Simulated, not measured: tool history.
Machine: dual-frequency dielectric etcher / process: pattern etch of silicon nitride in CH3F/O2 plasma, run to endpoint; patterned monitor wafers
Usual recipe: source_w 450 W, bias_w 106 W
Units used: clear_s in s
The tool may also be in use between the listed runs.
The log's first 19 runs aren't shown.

run,day,source_w,bias_w,wafers since the last listed run,hours since the last wet clean,hours since the last source power generator calibration,hours since the last bias power generator calibration,hours since the last upper electrode change,"incoming incoming film thickness, nm",clear_s
20,37.442,450,99,414,144.3,378.9,5011.4,380.7,83,87
21,39.292,520,114,432,188.7,423.3,5055.8,425.1,82.2,78.9
22,45.483,520,128,1445,337.3,571.9,5204.4,573.7,82.1,75.2
# day 48.05: wet clean of the chamber
23,48.071,390,123,370,0.5,634,5266.5,635.8,82.8,86.9
# day 48.779: bias power generator calibrated
24,49.629,410,82,324,37.9,671.4,20.4,673.2,82.1,95.5
25,51.579,340,106,455,84.7,718.2,67.2,720,81.6,91.2
26,52.933,560,88,316,117.2,750.7,99.7,752.5,82.9,84.7
27,55.429,450,106,582,177.1,810.6,159.6,812.4,81.7,83
28,57.133,520,123,397,218,851.5,200.5,853.3,82.7,77.6
29,59.146,450,85,469,266.3,899.8,248.8,901.6,81.8,88.7
30,60.546,450,81,326,299.9,933.4,282.4,935.2,82.1,90.3
# day 61.75: wet clean of the chamber
31,62.312,450,106,179,13.5,975.8,324.8,977.6,81.4,84.7
32,65.004,340,106,628,78.1,1040.4,389.4,1042.2,82,92.3
33,67.121,450,106,494,128.9,1091.2,440.2,1093,82.2,85.3
34,69.192,340,91,483,178.6,1140.9,489.9,1142.7,81.6,94.4
35,70.933,530,130,406,220.4,1182.7,531.7,1184.5,81.6,74.8

What if the next run were any one of these 4? Each begins from the tool's condition after run 35:
A,70.954,450,106,4,220.9,1183.2,532.2,1185,82.7,?
B,70.954,370,94,4,220.9,1183.2,532.2,1185,82.7,?
C,70.954,410,106,4,220.9,1183.2,532.2,1185,82.7,?
D,70.954,420,84,4,220.9,1183.2,532.2,1185,82.7,?

run,clear_s
A,85.1
B,93.1
C,87.4
D,92.6
The same runs, with their run-to-run variation unchanged, on a tool lacking any hidden condition would have given:
run,clear_s
A,86.7
B,94.9
C,89.1
D,94.4

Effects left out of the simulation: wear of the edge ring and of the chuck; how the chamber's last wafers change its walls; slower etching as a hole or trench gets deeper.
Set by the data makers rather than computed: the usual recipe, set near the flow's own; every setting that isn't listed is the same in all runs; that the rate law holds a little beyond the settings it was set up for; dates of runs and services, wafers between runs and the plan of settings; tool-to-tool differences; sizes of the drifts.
